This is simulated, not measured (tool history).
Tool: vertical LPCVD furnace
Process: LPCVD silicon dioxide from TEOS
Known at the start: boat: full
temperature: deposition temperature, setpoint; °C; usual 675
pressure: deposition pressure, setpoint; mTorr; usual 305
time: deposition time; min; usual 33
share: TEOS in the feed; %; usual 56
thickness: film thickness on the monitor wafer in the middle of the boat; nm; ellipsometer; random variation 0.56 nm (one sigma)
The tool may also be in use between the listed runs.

| run | hour | temperature | pressure | time | share | read-back reference wafer on the same gauge, thickness | thickness |
|---|---|---|---|---|---|---|---|
| 1 | 0 | 675 | 305 | 33 | 56 | 128.96 | 137.72 |
| 2 | 19.7 | 675 | 305 | 33 | 56 | 128.94 | 137.25 |
| 3 | 29.1 | 675 | 305 | 33 | 56 | 129.05 | 137.97 |
| 4 | 49.1 | 675 | 305 | 33 | 56 | 129.09 | 138.23 |
| 5 | 62 | 675 | 305 | 33 | 56 | 128.87 | 138.91 |
| 6 | 77.1 | 675 | 305 | 33 | 63 | 128.96 | 146.64 |
| 7 | 94.7 | 675 | 305 | 33 | 63 | 128.97 | 146.17 |
| 8 | 112.6 | 675 | 305 | 33 | 63 | 129.08 | 146.44 |
| 9 | 128.3 | 675 | 360 | 43 | 56 | 129.01 | 195.01 |
| 10 | 141.4 | 667 | 305 | 33 | 56 | 129.01 | 114.7 |
| 11 | 149.2 | 675 | 305 | 33 | 56 | 129.05 | 139.28 |
| 12 | 158 | 670 | 305 | 33 | 51 | 129.01 | 116.25 |
| 13 | 178.8 | 679 | 330 | 41.5 | 63 | 129.02 | 211.85 |
| 14 | 186.5 | 666 | 305 | 33 | 56 | 129.08 | 111.51 |
| 15 | 200.5 | 675 | 365 | 40.5 | 49 | 128.97 | 174.28 |
|  | 230.4 | thermocouples replaced and temperature profile calibrated |
| 16 | 230.9 | 669 | 305 | 41 | 47 | 129.02 | 124.24 |
| 17 | 236.1 | 680 | 355 | 27 | 64 | 128.99 | 134.64 |
| 18 | 249.5 | 675 | 305 | 38.5 | 51 | 128.96 | 142 |
|  | 277.1 | pressure gauge zeroed |
|  | 287.7 | TEOS flow controller replaced |
| 19 | 288.2 | 675 | 305 | 33 | 56 | 129.13 | 127.28 |
| 20 | 293.4 | 675 | 305 | 33 | 56 | 128.94 | 127.56 |
| 21 | 298.6 | 666 | 365 | 33 | 56 | 128.87 | 111.02 |
| 22 | 303.8 | 675 | 305 | 33 | 56 | 129.03 | 128.23 |
| 23 | 314 | 667 | 305 | 28 | 56 | 129.21 | 88.59 |
| 24 | 326.4 | 675 | 305 | 40.5 | 64 | 128.94 | 167.72 |
| 25 | 335.6 | 675 | 305 | 33 | 56 | 128.97 | 126.84 |
| 26 | 351.7 | 680 | 370 | 27.5 | 49 | 129.08 | 123.09 |
| 27 | 363.2 | 675 | 305 | 33 | 56 | 129.04 | 127.64 |
| 28 | 380.6 | 682 | 360 | 42.5 | 61 | 128.95 | 221.48 |
| 29 | 392.9 | 685 | 305 | 27.5 | 52 | 128.91 | 130.54 |
| 30 | 401.6 | 675 | 305 | 33 | 56 | 128.86 | 128.19 |
| 31 | 422.7 | 675 | 305 | 33 | 56 | 129.04 | 127.21 |
| 32 | 442.9 | 685 | 305 | 33 | 56 | 129.01 | 162.98 |

The tool's hidden state at each run:
true pressure minus gauge reading, mTorr: 0 in every run
deviation of the TEOS flow from its setpoint, %: 0 in every run
gauge reads high (%): 0 in every run
H1: true tube temperature minus thermocouple reading, K
| run | H1 |
|---|---|
| 1 | 3.37 |
| 2 | 3.39 |
| 3 | 3.41 |
| 4 | 3.43 |
| 5 | 3.45 |
| 6 | 3.47 |
| 7 | 3.49 |
| 8 | 3.51 |
| 9 | 3.53 |
| 10 | 3.55 |
| 11 | 3.56 |
| 12 | 3.57 |
| 13 | 3.6 |
| 14 | 3.61 |
| 15 | 3.63 |
| 16 | 0.108 |
| 17 | 0.115 |
| 18 | 0.132 |
| 19 | 0.182 |
| 20 | 0.189 |
| 21 | 0.195 |
| 22 | 0.202 |
| 23 | 0.215 |
| 24 | 0.231 |
| 25 | 0.243 |
| 26 | 0.264 |
| 27 | 0.278 |
| 28 | 0.301 |
| 29 | 0.317 |
| 30 | 0.328 |
| 31 | 0.355 |
| 32 | 0.381 |
